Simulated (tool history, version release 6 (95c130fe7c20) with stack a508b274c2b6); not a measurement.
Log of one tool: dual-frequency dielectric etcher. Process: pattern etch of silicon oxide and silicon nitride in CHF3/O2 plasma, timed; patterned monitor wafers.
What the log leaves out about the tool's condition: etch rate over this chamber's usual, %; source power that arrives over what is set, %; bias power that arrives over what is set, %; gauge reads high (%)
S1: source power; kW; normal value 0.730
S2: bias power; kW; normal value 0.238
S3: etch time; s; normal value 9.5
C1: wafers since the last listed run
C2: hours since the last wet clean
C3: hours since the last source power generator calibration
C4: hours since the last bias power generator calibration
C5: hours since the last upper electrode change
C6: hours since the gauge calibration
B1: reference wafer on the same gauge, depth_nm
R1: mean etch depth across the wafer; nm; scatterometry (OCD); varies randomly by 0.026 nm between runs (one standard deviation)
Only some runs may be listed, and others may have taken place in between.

{"run": 1, "day": 0.0, "S1": 0.73, "S2": 0.238, "S3": 9.5, "C1": 0, "C2": 463.0, "C3": 95.0, "C4": 2384.2, "C5": 3210.5, "C6": 897.3, "B1": 17.8, "R1": 17.99}
{"run": 2, "day": 0.625, "S1": 0.82, "S2": 0.238, "S3": 7.5, "C1": 275, "C2": 478.0, "C3": 110.0, "C4": 2399.2, "C5": 3225.5, "C6": 912.3, "B1": 17.79, "R1": 14.87}
{"run": 3, "day": 1.25, "S1": 0.73, "S2": 0.238, "S3": 9.5, "C1": 275, "C2": 493.0, "C3": 125.0, "C4": 2414.2, "C5": 3240.5, "C6": 927.3, "B1": 17.81, "R1": 17.93}
{"run": 4, "day": 1.954, "S1": 0.73, "S2": 0.238, "S3": 8.0, "C1": 310, "C2": 509.9, "C3": 141.9, "C4": 2431.1, "C5": 3257.4, "C6": 944.2, "B1": 17.8, "R1": 15.12}
{"run": 5, "day": 3.096, "S1": 0.78, "S2": 0.282, "S3": 9.5, "C1": 502, "C2": 537.3, "C3": 169.3, "C4": 2458.5, "C5": 3284.8, "C6": 971.6, "B1": 17.81, "R1": 19.46}
{"run": 6, "day": 3.912, "S1": 0.73, "S2": 0.238, "S3": 9.5, "C1": 359, "C2": 556.9, "C3": 188.9, "C4": 2478.1, "C5": 3304.4, "C6": 991.2, "B1": 17.8, "R1": 17.96}
{"run": 7, "day": 4.933, "S1": 0.79, "S2": 0.238, "S3": 11.5, "C1": 449, "C2": 581.4, "C3": 213.4, "C4": 2502.6, "C5": 3328.9, "C6": 1015.7, "B1": 17.8, "R1": 22.5}
{"day": 6.462, "done": "wet clean of the chamber"}
{"run": 8, "day": 6.846, "S1": 0.73, "S2": 0.238, "S3": 9.5, "C1": 402, "C2": 9.2, "C3": 259.3, "C4": 2548.5, "C5": 3374.8, "C6": 1061.6, "B1": 17.8, "R1": 17.72}
{"run": 9, "day": 8.238, "S1": 0.65, "S2": 0.178, "S3": 9.5, "C1": 613, "C2": 42.6, "C3": 292.7, "C4": 2581.9, "C5": 3408.2, "C6": 1095.0, "B1": 17.8, "R1": 15.49}
{"run": 10, "day": 9.138, "S1": 0.82, "S2": 0.222, "S3": 9.5, "C1": 396, "C2": 64.2, "C3": 314.3, "C4": 2603.5, "C5": 3429.8, "C6": 1116.6, "B1": 17.8, "R1": 18.23}
{"run": 11, "day": 10.175, "S1": 0.58, "S2": 0.18, "S3": 7.0, "C1": 457, "C2": 89.1, "C3": 339.2, "C4": 2628.4, "C5": 3454.7, "C6": 1141.5, "B1": 17.8, "R1": 10.92}
{"day": 11.246, "done": "bias power generator calibrated"}
{"run": 12, "day": 11.367, "S1": 0.73, "S2": 0.238, "S3": 9.5, "C1": 451, "C2": 117.7, "C3": 367.8, "C4": 2.9, "C5": 3483.3, "C6": 1170.1, "B1": 17.8, "R1": 17.71}
{"run": 13, "day": 12.388, "S1": 0.82, "S2": 0.273, "S3": 9.5, "C1": 449, "C2": 142.2, "C3": 392.3, "C4": 27.4, "C5": 3507.8, "C6": 1194.6, "B1": 17.8, "R1": 19.48}
{"run": 14, "day": 13.317, "S1": 0.89, "S2": 0.291, "S3": 8.5, "C1": 409, "C2": 164.5, "C3": 414.6, "C4": 49.7, "C5": 3530.1, "C6": 1216.9, "B1": 17.79, "R1": 18.35}
{"day": 13.425, "done": "gauge calibrated"}
{"run": 15, "day": 13.925, "S1": 0.73, "S2": 0.276, "S3": 9.5, "C1": 268, "C2": 179.1, "C3": 429.2, "C4": 64.3, "C5": 3544.7, "C6": 12.0, "B1": 17.8, "R1": 18.64}
{"run": 16, "day": 14.471, "S1": 0.59, "S2": 0.282, "S3": 9.5, "C1": 240, "C2": 192.2, "C3": 442.3, "C4": 77.4, "C5": 3557.8, "C6": 25.1, "B1": 17.81, "R1": 17.13}
{"run": 17, "day": 15.292, "S1": 0.73, "S2": 0.297, "S3": 12.0, "C1": 361, "C2": 211.9, "C3": 462.0, "C4": 97.1, "C5": 3577.5, "C6": 44.8, "B1": 17.8, "R1": 24.01}
{"run": 18, "day": 16.192, "S1": 0.62, "S2": 0.238, "S3": 9.5, "C1": 396, "C2": 233.5, "C3": 483.6, "C4": 118.7, "C5": 3599.1, "C6": 66.4, "B1": 17.79, "R1": 16.6}
{"day": 17.233, "done": "upper electrode replaced"}
{"run": 19, "day": 17.254, "S1": 0.73, "S2": 0.238, "S3": 11.0, "C1": 27, "C2": 259.0, "C3": 509.1, "C4": 144.2, "C5": 0.5, "C6": 91.9, "B1": 17.79, "R1": 20.61}
{"run": 20, "day": 18.154, "S1": 0.73, "S2": 0.199, "S3": 9.5, "C1": 396, "C2": 280.6, "C3": 530.7, "C4": 165.8, "C5": 22.1, "C6": 113.5, "B1": 17.81, "R1": 16.94}
{"run": 21, "day": 18.792, "S1": 0.73, "S2": 0.214, "S3": 8.5, "C1": 280, "C2": 295.9, "C3": 546.0, "C4": 181.1, "C5": 37.4, "C6": 128.8, "B1": 17.8, "R1": 15.44}
{"run": 22, "day": 19.8, "S1": 0.65, "S2": 0.178, "S3": 9.5, "C1": 444, "C2": 320.1, "C3": 570.2, "C4": 205.3, "C5": 61.6, "C6": 153.0, "B1": 17.8, "R1": 15.63}
{"run": 23, "day": 21.096, "S1": 0.81, "S2": 0.238, "S3": 8.0, "C1": 570, "C2": 351.2, "C3": 601.3, "C4": 236.4, "C5": 92.7, "C6": 184.1, "B1": 17.8, "R1": 15.72}
{"run": 24, "day": 22.354, "S1": 0.73, "S2": 0.19, "S3": 9.5, "C1": 554, "C2": 381.4, "C3": 631.5, "C4": 266.6, "C5": 122.9, "C6": 214.3, "B1": 17.81, "R1": 16.72}
{"run": 25, "day": 25.1, "S1": 0.84, "S2": 0.238, "S3": 7.0, "C1": 1209, "C2": 447.3, "C3": 697.4, "C4": 332.5, "C5": 188.8, "C6": 280.2, "B1": 17.8, "R1": 13.99}
{"run": 26, "day": 25.683, "S1": 0.73, "S2": 0.286, "S3": 11.5, "C1": 256, "C2": 461.3, "C3": 711.4, "C4": 346.5, "C5": 202.8, "C6": 294.2, "B1": 17.8, "R1": 22.95}
{"day": 26.975, "done": "wet clean of the chamber"}
{"run": 27, "day": 26.996, "S1": 0.73, "S2": 0.238, "S3": 7.0, "C1": 137, "C2": 0.5, "C3": 742.9, "C4": 378.0, "C5": 234.3, "C6": 325.7, "B1": 17.79, "R1": 12.98}
{"run": 28, "day": 27.304, "S1": 0.73, "S2": 0.238, "S3": 9.5, "C1": 135, "C2": 7.9, "C3": 750.3, "C4": 385.4, "C5": 241.7, "C6": 333.1, "B1": 17.81, "R1": 17.72}
{"run": 29, "day": 28.454, "S1": 0.62, "S2": 0.238, "S3": 6.5, "C1": 506, "C2": 35.5, "C3": 777.9, "C4": 413.0, "C5": 269.3, "C6": 360.7, "B1": 17.79, "R1": 11.29}

Below are 5 alternative next runs, each starting from the tool's condition after run 29. Predict each:
{"run": "A", "day": 28.471, "S1": 0.73, "S2": 0.238, "S3": 9.5, "C1": 7, "C2": 35.9, "C3": 778.3, "C4": 413.4, "C5": 269.7, "C6": 361.1, "B1": "?", "R1": "?"}
{"run": "B", "day": 28.471, "S1": 0.88, "S2": 0.238, "S3": 7.0, "C1": 7, "C2": 35.9, "C3": 778.3, "C4": 413.4, "C5": 269.7, "C6": 361.1, "B1": "?", "R1": "?"}
{"run": "C", "day": 28.471, "S1": 0.62, "S2": 0.256, "S3": 9.5, "C1": 7, "C2": 35.9, "C3": 778.3, "C4": 413.4, "C5": 269.7, "C6": 361.1, "B1": "?", "R1": "?"}
{"run": "D", "day": 28.471, "S1": 0.78, "S2": 0.282, "S3": 12.0, "C1": 7, "C2": 35.9, "C3": 778.3, "C4": 413.4, "C5": 269.7, "C6": 361.1, "B1": "?", "R1": "?"}
{"run": "E", "day": 28.471, "S1": 0.66, "S2": 0.238, "S3": 9.5, "C1": 7, "C2": 35.9, "C3": 778.3, "C4": 413.4, "C5": 269.7, "C6": 361.1, "B1": "?", "R1": "?"}

run=A B1=17.80 R1=17.72
run=B B1=17.80 R1=14.13
run=C B1=17.80 R1=16.90
run=D B1=17.80 R1=24.24
run=E B1=17.80 R1=16.97
Without the tool's hidden state the same runs would have given:
run=A R1=17.66
run=B R1=14.08
run=C R1=16.84
run=D R1=24.16
run=E R1=16.92
